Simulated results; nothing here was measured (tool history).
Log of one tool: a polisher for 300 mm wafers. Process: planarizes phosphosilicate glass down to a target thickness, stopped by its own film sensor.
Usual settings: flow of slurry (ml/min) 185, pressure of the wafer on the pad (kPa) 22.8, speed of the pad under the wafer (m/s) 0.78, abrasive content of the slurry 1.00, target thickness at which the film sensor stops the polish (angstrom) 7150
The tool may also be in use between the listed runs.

run	hour	flow of slurry (ml/min)	pressure of the wafer on the pad (kPa)	speed of the pad under the wafer (m/s)	abrasive content of the slurry	target thickness at which the film sensor stops the polish (angstrom)	incoming thickness of the incoming film, nm	time until the film sensor stopped the polish (s)
1	0.0	185	22.8	0.78	1.00	7150	1283.0	96.1
2	16.2	185	22.8	0.78	1.00	7150	1265.9	94.3
3	44.8	185	22.8	0.78	1.15	7150	1276.3	88.4
# hour 67.3: worn pad replaced by a new one
4	79.1	185	22.8	0.92	1.00	7150	1273.0	84.4
5	94.1	185	22.8	0.92	1.00	7150	1286.9	87.6
6	149.0	185	22.8	0.92	1.00	7150	1242.8	81.6
7	163.0	185	22.8	0.78	1.00	7150	1269.1	97.5
# hour 178.4: conditioning disc replaced and pad reconditioned
8	183.8	185	22.8	0.78	1.00	7150	1257.6	95.5
9	215.5	185	22.8	0.98	1.00	7150	1279.2	85.2
# hour 222.5: slurry blender recalibrated
# hour 246.0: worn pad replaced by a new one
10	249.7	185	22.8	0.86	1.00	7150	1282.6	84.9
11	285.0	185	22.8	0.86	1.00	7150	1252.7	81.7
12	311.3	235	31.0	0.78	1.00	7150	1259.0	63.0
13	339.9	185	22.8	0.78	0.85	7150	1265.1	101.3
14	375.8	185	22.8	0.78	1.00	7150	1275.1	92.7
# hour 405.8: conditioning disc replaced and pad reconditioned
15	406.3	185	22.8	0.78	1.00	7150	1286.3	95.9
16	424.8	185	19.3	0.78	0.75	6270	1295.9	158.1
# hour 436.2: worn pad replaced by a new one
# hour 493.5: slurry nozzle cleaned
17	530.0	220	22.8	0.98	1.30	6030	1247.0	79.1
# hour 539.0: head pressure recalibrated
18	564.8	170	22.8	0.78	1.00	5450	1254.0	126.5
# hour 576.1: slurry blender recalibrated
19	580.6	185	22.8	0.78	1.00	7150	1291.1	90.2
# hour 592.9: worn pad replaced by a new one
20	600.4	210	17.9	1.00	1.00	8360	1252.4	68.5
# hour 632.1: conditioning disc replaced and pad reconditioned
21	632.6	185	22.8	0.58	1.00	8200	1263.2	88.2
22	665.3	185	22.8	0.58	0.75	6610	1283.5	148.1
23	683.7	245	22.8	0.78	1.15	7150	1267.4	80.9
24	704.9	185	22.8	0.78	1.00	7150	1259.5	88.5
25	718.8	185	29.6	0.78	0.85	7150	1276.2	78.3
26	752.9	165	26.9	0.78	0.80	6520	1251.8	98.0

Exercise: give the hidden state of the tool at every run:
removal rate lost through wear of the pad, %: 0 at every run
slurry flow missing at the pad, %: 0 at every run
deviation of the head's pressure from its setpoint, %: 0 at every run
time polished since the conditioner stopped cutting, s: 0 at every run
H1: abrasive missing from the slurry, %
run	H1
1	11.2
2	11.8
3	13.1
4	14.5
5	15.2
6	17.5
7	18.1
8	19
9	20.3
10	3.74
11	5.24
12	6.36
13	7.58
14	9.1
15	10.4
16	11.2
17	15.7
18	17.1
19	0.809
20	1.65
21	3.02
22	4.41
23	5.19
24	6.1
25	6.69
26	8.14
